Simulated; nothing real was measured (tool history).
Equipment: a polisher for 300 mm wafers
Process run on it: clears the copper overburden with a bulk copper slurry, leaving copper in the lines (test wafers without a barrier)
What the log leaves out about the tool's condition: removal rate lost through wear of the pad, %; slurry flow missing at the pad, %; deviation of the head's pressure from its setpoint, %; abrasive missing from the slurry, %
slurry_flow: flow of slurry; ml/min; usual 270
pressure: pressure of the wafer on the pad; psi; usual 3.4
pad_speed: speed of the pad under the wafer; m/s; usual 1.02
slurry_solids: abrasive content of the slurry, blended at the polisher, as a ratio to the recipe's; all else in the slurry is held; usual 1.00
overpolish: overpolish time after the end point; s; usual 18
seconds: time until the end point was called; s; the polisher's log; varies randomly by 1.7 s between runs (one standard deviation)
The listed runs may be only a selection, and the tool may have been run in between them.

run	hour	slurry_flow	pressure	pad_speed	slurry_solids	overpolish	wafers since the last listed run	wafers polished on this pad	hours since the slurry nozzle was cleaned	hours since the head pressure was calibrated	hours since the slurry blender was calibrated	incoming thickness of the incoming film, nm	seconds
1	0.0	270	3.4	1.02	1.10	18	0	402	133.7	1194.8	95.5	1116.2	118.6
2	62.0	270	3.4	1.02	1.10	18	493	895	195.7	1256.8	157.5	1147.7	126.1
3	81.2	270	3.4	1.02	1.10	18	152	1048	214.9	1276.0	176.7	1134.8	124.7
# hour 85.4: worn pad replaced by a new one
4	116.7	270	2.7	1.02	1.00	18	250	248	250.4	1311.5	212.2	1152.7	164.3
5	148.6	270	3.4	1.02	1.00	18	253	502	282.3	1343.4	244.1	1138.3	128.5
6	173.2	310	3.4	1.02	1.00	18	195	698	306.9	1368.0	268.7	1139.5	132.5
7	187.5	310	3.4	1.02	1.00	18	113	812	321.2	1382.3	283.0	1128.3	129.3
# hour 209.1: head pressure recalibrated
8	209.6	270	3.4	1.02	1.00	18	159	972	343.3	0.5	305.1	1144.6	136.0
# hour 217.5: worn pad replaced by a new one
9	242.2	270	3.4	1.02	1.00	18	227	196	375.9	33.1	337.7	1125.3	132.9
10	267.0	270	4.0	1.02	1.00	18	197	394	400.7	57.9	362.5	1110.1	112.4
11	297.6	270	3.9	0.90	1.00	28	243	637	431.3	88.5	393.1	1112.8	139.5
12	327.5	270	2.8	0.78	1.00	18	237	875	461.2	118.4	423.0	1134.8	228.9
# hour 349.8: worn pad replaced by a new one
# hour 352.0: slurry nozzle cleaned
# hour 355.6: slurry blender recalibrated
13	361.4	270	4.3	1.14	1.00	18	214	68	9.4	152.3	5.8	1134.9	88.4
14	397.2	270	3.4	1.02	1.00	18	284	353	45.2	188.1	41.6	1121.3	123.9
15	423.6	270	3.4	0.88	1.00	18	210	563	71.6	214.5	68.0	1127.4	142.7
16	446.5	310	3.4	1.02	1.00	18	182	745	94.5	237.4	90.9	1129.4	124.2
17	466.3	270	2.9	1.02	0.80	22	157	902	114.3	257.2	110.7	1129.0	154.7
# hour 489.7: worn pad replaced by a new one
18	495.2	310	3.4	1.02	1.00	18	198	44	143.2	286.1	139.6	1127.9	123.6

Forecast each of these 5 alternatives for the next run:
A	495.7	335	3.4	1.02	1.00	18	3	48	143.7	286.6	140.1	1149.5	?
B	495.7	270	3.4	1.02	0.85	18	3	48	143.7	286.6	140.1	1149.5	?
C	495.7	350	3.4	1.02	1.00	18	3	48	143.7	286.6	140.1	1149.5	?
D	495.7	270	3.4	1.16	1.00	18	3	48	143.7	286.6	140.1	1149.5	?
E	495.7	270	3.4	0.82	1.10	12	3	48	143.7	286.6	140.1	1149.5	?

run	seconds
A	126.4
B	134.9
C	126.0
D	113.1
E	155.7
Take away the tool's hidden state, keep each run's random variation, and the runs would have read:
run	seconds
A	124.7
B	133.1
C	124.3
D	111.6
E	153.6
